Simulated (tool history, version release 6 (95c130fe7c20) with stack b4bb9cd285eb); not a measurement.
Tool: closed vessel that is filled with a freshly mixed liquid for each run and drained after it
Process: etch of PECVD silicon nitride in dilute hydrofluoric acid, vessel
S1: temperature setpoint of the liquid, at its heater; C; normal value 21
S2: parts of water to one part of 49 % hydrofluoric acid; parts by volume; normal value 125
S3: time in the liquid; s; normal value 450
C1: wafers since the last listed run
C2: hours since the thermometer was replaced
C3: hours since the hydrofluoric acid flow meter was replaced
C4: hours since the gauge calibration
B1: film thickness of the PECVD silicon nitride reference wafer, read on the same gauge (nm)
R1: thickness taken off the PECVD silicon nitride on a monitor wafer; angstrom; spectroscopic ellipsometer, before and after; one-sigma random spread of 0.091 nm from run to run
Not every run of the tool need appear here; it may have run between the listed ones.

run,day,S1,S2,S3,C1,C2,C3,C4,B1,R1
1,0,21,125,450,0,2175,1112,11,149.95,124.8
2,2.146,21,125,450,2988,2226.5,1163.5,62.5,149.98,124
3,2.496,21,125,450,487,2234.9,1171.9,70.9,149.99,123.3
4,3.175,21,125,450,945,2251.2,1188.2,87.2,149.94,121.9
5,3.488,21,125,450,435,2258.7,1195.7,94.7,150.06,124.4
6,3.908,21,125,450,586,2268.8,1205.8,104.8,150.01,124.1
# day 4.479: thermometer replaced
7,4.596,21,125,450,899,2.8,1222.3,121.3,149.98,123.5
8,5.462,21,125,450,1206,23.6,1243.1,142.1,149.98,123.6
# day 5.788: hydrofluoric acid flow meter replaced
9,6.183,21,125,450,945,40.9,9.5,159.4,149.99,125.4
10,6.438,21,125,450,353,47,15.6,165.5,150.02,124.1
11,7.133,21,155,450,968,63.7,32.3,182.2,149.96,100.4
12,7.783,21,155,450,905,79.3,47.9,197.8,149.98,99.3
13,8.183,19.5,165,450,557,88.9,57.5,207.4,150.01,85
# day 8.233: gauge calibrated
14,8.871,21,125,450,957,105.4,74,15.3,149.99,123.7
15,9.288,26,125,255,580,115.4,84,25.3,150.03,98.8
16,9.979,24,160,660,963,132,100.6,41.9,150.04,173.5
17,10.621,21,145,600,893,147.4,116,57.3,150,142.5
18,10.9,21,125,245,388,154.1,122.7,64,149.99,66.5
19,11.512,21,125,670,852,168.8,137.4,78.7,149.96,186.5
20,11.838,22.5,125,695,452,176.6,145.2,86.5,150,212.6
21,12.138,21,125,450,417,183.8,152.4,93.7,149.96,123.7
22,12.817,17.5,125,450,945,200.1,168.7,110,150.03,97.3
23,13.204,25.5,180,650,539,209.4,178,119.3,150,167
24,13.467,21,125,450,365,215.7,184.3,125.6,150,123.7

Here are 5 independent what-if runs from the current tool condition. What would each one return?
A,13.5,21,125,695,46,216.5,185.1,126.4,?,?
B,13.5,21,170,450,46,216.5,185.1,126.4,?,?
C,13.5,19.5,180,450,46,216.5,185.1,126.4,?,?
D,13.5,21,125,565,46,216.5,185.1,126.4,?,?
E,13.5,22.5,155,720,46,216.5,185.1,126.4,?,?

run,B1,R1
A,150,191.6
B,150,91.9
C,150,78.7
D,150,155.8
E,150,177.5
With the hidden condition removed and each run's random variation left untouched, the same runs would have given:
run,R1
A,191.6
B,91.9
C,78.7
D,155.8
E,177.5
